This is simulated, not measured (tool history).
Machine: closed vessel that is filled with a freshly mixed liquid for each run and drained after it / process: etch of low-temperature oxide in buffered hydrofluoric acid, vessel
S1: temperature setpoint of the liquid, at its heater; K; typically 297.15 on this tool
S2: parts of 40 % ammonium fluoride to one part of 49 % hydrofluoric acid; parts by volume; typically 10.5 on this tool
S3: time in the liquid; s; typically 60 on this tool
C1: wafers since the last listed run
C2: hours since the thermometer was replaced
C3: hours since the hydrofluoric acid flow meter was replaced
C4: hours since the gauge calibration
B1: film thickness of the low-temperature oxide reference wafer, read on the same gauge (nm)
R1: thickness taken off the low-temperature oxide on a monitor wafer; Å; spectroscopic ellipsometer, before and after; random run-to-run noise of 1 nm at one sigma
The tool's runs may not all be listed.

| run | day | S1 | S2 | S3 | C1 | C2 | C3 | C4 | B1 | R1 |
|---|---|---|---|---|---|---|---|---|---|---|
| 1 | 0 | 297.15 | 9 | 60 | 0 | 262.3 | 962.4 | 791.3 | 60 | 2808.3 |
| 2 | 1.65 | 297.15 | 9 | 60 | 4111 | 301.9 | 1002 | 830.9 | 60.01 | 2818.7 |
| 3 | 2.983 | 297.15 | 9 | 60 | 3322 | 333.9 | 1034 | 862.9 | 59.98 | 2832.6 |
| 4 | 8.829 | 297.15 | 10.5 | 35 | 14567 | 474.2 | 1174.3 | 1003.2 | 60 | 1459.7 |
| 5 | 11.479 | 297.15 | 10.5 | 35 | 6603 | 537.8 | 1237.9 | 1066.8 | 59.99 | 1454.6 |
| 6 | 13.854 | 297.15 | 10.5 | 60 | 5918 | 594.8 | 1294.9 | 1123.8 | 59.99 | 2484.3 |
| 7 | 15.238 | 297.15 | 10.5 | 60 | 3447 | 628 | 1328.1 | 1157 | 59.99 | 2478.5 |
| 8 | 16.775 | 297.15 | 10.5 | 60 | 3831 | 664.9 | 1365 | 1193.9 | 60.02 | 2468.2 |
|  | 16.925 | thermometer replaced |
| 9 | 19.133 | 297.15 | 10.5 | 60 | 5772 | 53 | 1421.6 | 1250.5 | 59.99 | 2566.4 |
| 10 | 21.342 | 297.15 | 10.5 | 60 | 5502 | 106 | 1474.6 | 1303.5 | 59.99 | 2551.8 |
| 11 | 22.504 | 297.15 | 10.5 | 60 | 2896 | 133.9 | 1502.5 | 1331.4 | 59.99 | 2556.6 |
| 12 | 23.879 | 297.15 | 12.5 | 60 | 3426 | 166.9 | 1535.5 | 1364.4 | 60 | 2162.5 |
| 13 | 25.396 | 297.15 | 10.5 | 60 | 3779 | 203.3 | 1571.9 | 1400.8 | 59.99 | 2532.7 |
|  | 26.242 | gauge calibrated |
| 14 | 27.75 | 292.65 | 10.5 | 60 | 5866 | 259.8 | 1628.4 | 36.2 | 60.01 | 1981.6 |
| 15 | 30.729 | 297.15 | 7.5 | 60 | 7423 | 331.3 | 1699.9 | 107.7 | 60.01 | 3428.1 |
| 16 | 32.25 | 301.65 | 10.5 | 60 | 3789 | 367.8 | 1736.4 | 144.2 | 59.99 | 3225.9 |
|  | 33.575 | hydrofluoric acid flow meter replaced |
| 17 | 34.942 | 297.15 | 14.5 | 45 | 6603 | 432.4 | 32.8 | 208.8 | 60 | 1375.1 |
| 18 | 36.508 | 295.65 | 8 | 75 | 3903 | 470 | 70.4 | 246.4 | 60 | 3669.3 |
| 19 | 38.262 | 301.65 | 7 | 90 | 4371 | 512.1 | 112.5 | 288.5 | 60.01 | 7007.6 |
| 20 | 39.521 | 297.15 | 10.5 | 60 | 3135 | 542.3 | 142.7 | 318.7 | 60.01 | 2524.1 |
| 21 | 40.529 | 301.15 | 10.5 | 60 | 2512 | 566.5 | 166.9 | 342.9 | 59.99 | 3114.3 |
| 22 | 42.238 | 297.15 | 10.5 | 60 | 4256 | 607.5 | 207.9 | 383.9 | 59.98 | 2484.5 |
| 23 | 43.421 | 295.15 | 12.5 | 50 | 2948 | 635.9 | 236.3 | 412.3 | 60 | 1559.3 |
| 24 | 45.367 | 297.15 | 13.5 | 35 | 4848 | 682.6 | 283 | 459 | 60 | 1138.2 |
| 25 | 47.508 | 297.15 | 8 | 60 | 5336 | 734 | 334.4 | 510.4 | 60 | 3152.4 |

For each entry between runs, how does the tool's hidden state at the last listed run before it compare with that at the first listed run after it?
After run 8, before run 9: thermometer replaced (day 16.925)
  liquid colder than its thermometer reads (K): 0.655 -> 0.0626
  the result without the hidden state subtracted from the measured one, R1: -89.2 -> -8.4 Å
After run 13, before run 14: gauge calibrated (day 26.242)
  liquid colder than its thermometer reads (K): 0.194 -> 0.244
  the result without the hidden state subtracted from the measured one, R1: -26.4 -> -27 Å
After run 16, before run 17: hydrofluoric acid flow meter replaced (day 33.575)
  liquid colder than its thermometer reads (K): 0.338 -> 0.395
  the result without the hidden state subtracted from the measured one, R1: -58.7 -> -29.7 Å

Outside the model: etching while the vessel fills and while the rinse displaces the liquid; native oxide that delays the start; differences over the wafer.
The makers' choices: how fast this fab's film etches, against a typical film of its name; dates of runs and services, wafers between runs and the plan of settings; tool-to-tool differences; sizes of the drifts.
